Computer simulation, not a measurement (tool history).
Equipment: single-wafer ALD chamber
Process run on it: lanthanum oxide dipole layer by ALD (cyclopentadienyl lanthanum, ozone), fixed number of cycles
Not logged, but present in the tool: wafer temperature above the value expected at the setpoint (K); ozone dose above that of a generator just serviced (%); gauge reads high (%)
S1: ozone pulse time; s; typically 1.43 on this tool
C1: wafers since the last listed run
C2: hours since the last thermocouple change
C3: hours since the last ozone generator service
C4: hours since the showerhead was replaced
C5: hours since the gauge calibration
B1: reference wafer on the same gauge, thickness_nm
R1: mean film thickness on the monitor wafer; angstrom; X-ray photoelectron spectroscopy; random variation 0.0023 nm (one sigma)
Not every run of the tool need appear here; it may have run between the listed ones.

run,hour,S1,C1,C2,C3,C4,C5,B1,R1
1,0,1.43,0,1029.5,508.3,5604.6,23,0.599,4.7
2,6.2,1.43,72,1035.7,514.5,5610.8,29.2,0.599,4.71
3,20.9,1.73,172,1050.4,529.2,5625.5,43.9,0.598,4.93
4,34.9,1.73,164,1064.4,543.2,5639.5,57.9,0.598,5
5,41.3,1.73,74,1070.8,549.6,5645.9,64.3,0.599,4.95
6,50.9,1.8,112,1080.4,559.2,5655.5,73.9,0.599,5
7,66,1.43,176,1095.5,574.3,5670.6,89,0.598,4.66
# hour 75.2: showerhead replaced
8,77.6,1.43,42,1107.1,585.9,2.4,100.6,0.599,4.7
# hour 88.9: gauge calibrated
9,90.9,1.43,155,1120.4,599.2,15.7,2,0.598,4.67
10,97.7,0.92,79,1127.2,606,22.5,8.8,0.598,3.89
# hour 108.9: thermocouple changed; heater temperature recalibrated
11,109.4,1.7,43,0.5,617.7,34.2,20.5,0.597,4.91
12,123.7,1.95,167,14.8,632,48.5,34.8,0.597,5.08
# hour 132.1: ozone generator serviced
13,136.9,1.85,60,28,4.8,61.7,48,0.599,5.41
14,149.6,1.02,148,40.7,17.5,74.4,60.7,0.598,4.79
15,162,0.97,145,53.1,29.9,86.8,73.1,0.598,4.68
16,172.6,1.7,124,63.7,40.5,97.4,83.7,0.598,5.24
17,179.1,1.96,76,70.2,47,103.9,90.2,0.599,5.37
18,189,1.15,116,80.1,56.9,113.8,100.1,0.598,4.82

Alternative continuations, all from the tool just after run 18; predict every row:
A,189.4,1.43,4,80.5,57.3,114.2,100.5,?,?
B,189.4,1.27,4,80.5,57.3,114.2,100.5,?,?
C,189.4,1.99,4,80.5,57.3,114.2,100.5,?,?
D,189.4,1.81,4,80.5,57.3,114.2,100.5,?,?
E,189.4,1.91,4,80.5,57.3,114.2,100.5,?,?

run,B1,R1
A,0.597,5.09
B,0.597,4.96
C,0.597,5.35
D,0.597,5.29
E,0.597,5.32
The same runs, with their run-to-run variation unchanged, on a tool lacking any hidden condition would have given:
run,R1
A,5.19
B,5.08
C,5.39
D,5.35
E,5.38
